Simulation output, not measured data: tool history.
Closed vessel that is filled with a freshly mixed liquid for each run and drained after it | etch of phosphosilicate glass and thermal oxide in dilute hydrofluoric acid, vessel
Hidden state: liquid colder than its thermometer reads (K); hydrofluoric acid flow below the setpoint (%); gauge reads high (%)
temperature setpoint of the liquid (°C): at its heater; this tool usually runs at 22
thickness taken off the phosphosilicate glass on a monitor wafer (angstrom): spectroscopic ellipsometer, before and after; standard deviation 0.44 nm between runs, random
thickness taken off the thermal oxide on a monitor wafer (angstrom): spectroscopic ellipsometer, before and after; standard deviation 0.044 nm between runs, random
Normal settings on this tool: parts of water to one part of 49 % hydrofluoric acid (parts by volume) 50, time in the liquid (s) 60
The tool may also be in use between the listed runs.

| run | day | temperature setpoint of the liquid (°C) | parts of water to one part of 49 % hydrofluoric acid (parts by volume) | time in the liquid (s) | wafers since the last listed run | hours since the thermometer was replaced | hours since the hydrofluoric acid flow meter was replaced | hours since the gauge calibration | read-back film thickness of the phosphosilicate glass reference wafer, read on the same gauge (nm) | read-back film thickness of the thermal oxide reference wafer, read on the same gauge (nm) | thickness taken off the phosphosilicate glass on a monitor wafer (angstrom) | thickness taken off the thermal oxide on a monitor wafer (angstrom) |
|---|---|---|---|---|---|---|---|---|---|---|---|---|
| 1 | 0 | 26 | 50 | 60 | 0 | 102 | 1686.7 | 724.8 | 130.02 | 40.02 | 1556.6 | 60 |
| 2 | 0.267 | 22 | 50 | 60 | 505 | 108.4 | 1693.1 | 731.2 | 130.01 | 40.01 | 1324.6 | 50.9 |
|  | 0.329 | hydrofluoric acid flow meter replaced |
| 3 | 0.6 | 22 | 65 | 60 | 553 | 116.4 | 6.5 | 739.2 | 130 | 39.97 | 1078.4 | 41 |
| 4 | 0.992 | 22 | 50 | 60 | 742 | 125.8 | 15.9 | 748.6 | 129.97 | 39.99 | 1420.3 | 54.5 |
| 5 | 1.55 | 17.5 | 50 | 80 | 1058 | 139.2 | 29.3 | 762 | 130 | 40.01 | 1567 | 60.7 |
| 6 | 1.971 | 20.5 | 50 | 60 | 798 | 149.3 | 39.4 | 772.1 | 129.99 | 40.03 | 1336.6 | 51.8 |
| 7 | 2.542 | 22 | 50 | 60 | 1082 | 163 | 53.1 | 785.8 | 129.99 | 40 | 1415.9 | 54.5 |
| 8 | 2.804 | 18 | 50 | 30 | 497 | 169.3 | 59.4 | 792.1 | 130 | 40.01 | 594.9 | 23.1 |
| 9 | 3.375 | 22 | 50 | 60 | 1082 | 183 | 73.1 | 805.8 | 129.97 | 40.01 | 1409.5 | 54 |
|  | 3.392 | gauge calibrated |
| 10 | 3.825 | 27 | 50 | 75 | 853 | 193.8 | 83.9 | 10.4 | 130 | 39.96 | 2166.8 | 84.5 |
| 11 | 4.492 | 25.5 | 75 | 45 | 1264 | 209.8 | 99.9 | 26.4 | 129.99 | 40.02 | 785.6 | 30.4 |
| 12 | 4.867 | 21 | 50 | 60 | 711 | 218.8 | 108.9 | 35.4 | 130.02 | 39.99 | 1353 | 52.4 |
| 13 | 5.238 | 22 | 35 | 60 | 703 | 227.7 | 117.8 | 44.3 | 129.99 | 39.97 | 2054.9 | 78.8 |
| 14 | 5.712 | 18 | 50 | 30 | 900 | 239.1 | 129.2 | 55.7 | 130.01 | 39.96 | 596 | 22.9 |
| 15 | 6.233 | 17.5 | 50 | 45 | 987 | 251.6 | 141.7 | 68.2 | 130.02 | 40.02 | 871.4 | 33.8 |
| 16 | 6.917 | 22 | 75 | 60 | 1296 | 268 | 158.1 | 84.6 | 129.96 | 40 | 905.2 | 34.4 |
| 17 | 7.579 | 22 | 40 | 60 | 1256 | 283.9 | 174 | 100.5 | 130 | 40.03 | 1776.6 | 68.5 |
| 18 | 7.95 | 27 | 65 | 95 | 703 | 292.8 | 182.9 | 109.4 | 129.99 | 40.02 | 2064.4 | 79 |
| 19 | 8.242 | 19.5 | 70 | 85 | 553 | 299.8 | 189.9 | 116.4 | 130 | 40.01 | 1240.2 | 48 |
| 20 | 8.558 | 22 | 50 | 90 | 600 | 307.4 | 197.5 | 124 | 130.01 | 40.04 | 2096.3 | 81 |
| 21 | 9.021 | 23.5 | 50 | 85 | 877 | 318.5 | 208.6 | 135.1 | 130.02 | 39.97 | 2116.7 | 81.2 |
| 22 | 9.679 | 22 | 50 | 45 | 1248 | 334.3 | 224.4 | 150.9 | 130.04 | 40.01 | 1045.1 | 40.5 |
| 23 | 10.208 | 26.5 | 50 | 60 | 1003 | 347 | 237.1 | 163.6 | 129.99 | 40.06 | 1678.4 | 64.6 |
| 24 | 10.846 | 19.5 | 70 | 85 | 1209 | 362.3 | 252.4 | 178.9 | 129.99 | 39.97 | 1245.9 | 47.6 |
| 25 | 12.092 | 19 | 70 | 45 | 2362 | 392.2 | 282.3 | 208.8 | 130.02 | 40.04 | 637.9 | 24.4 |
| 26 | 12.825 | 18.5 | 55 | 75 | 1390 | 409.8 | 299.9 | 226.4 | 130.02 | 40.04 | 1351.9 | 51.6 |

Branching from run 26: 4 alternative next runs. What would each branch give?
| A | 12.854 | 22 | 30 | 60 | 55 | 410.5 | 300.6 | 227.1 | ? | ? | ? | ? |
| B | 12.854 | 22 | 65 | 35 | 55 | 410.5 | 300.6 | 227.1 | ? | ? | ? | ? |
| C | 12.854 | 17 | 35 | 45 | 55 | 410.5 | 300.6 | 227.1 | ? | ? | ? | ? |
| D | 12.854 | 20 | 60 | 70 | 55 | 410.5 | 300.6 | 227.1 | ? | ? | ? | ? |

| run | read-back film thickness of the phosphosilicate glass reference wafer, read on the same gauge (nm) | read-back film thickness of the thermal oxide reference wafer, read on the same gauge (nm) | thickness taken off the phosphosilicate glass on a monitor wafer (angstrom) | thickness taken off the thermal oxide on a monitor wafer (angstrom) |
|---|---|---|---|---|
| A | 129.98 | 40.01 | 2365.2 | 91.6 |
| B | 129.98 | 40.01 | 609.3 | 23.6 |
| C | 129.98 | 40.01 | 1216.3 | 47.1 |
| D | 129.98 | 40.01 | 1221.2 | 47.3 |
The same runs, with their run-to-run variation unchanged, on a tool lacking any hidden condition would have given:
| run | thickness taken off the phosphosilicate glass on a monitor wafer (angstrom) | thickness taken off the thermal oxide on a monitor wafer (angstrom) |
|---|---|---|
| A | 2494.4 | 96.7 |
| B | 642.5 | 24.9 |
| C | 1284.4 | 49.8 |
| D | 1288.4 | 49.9 |

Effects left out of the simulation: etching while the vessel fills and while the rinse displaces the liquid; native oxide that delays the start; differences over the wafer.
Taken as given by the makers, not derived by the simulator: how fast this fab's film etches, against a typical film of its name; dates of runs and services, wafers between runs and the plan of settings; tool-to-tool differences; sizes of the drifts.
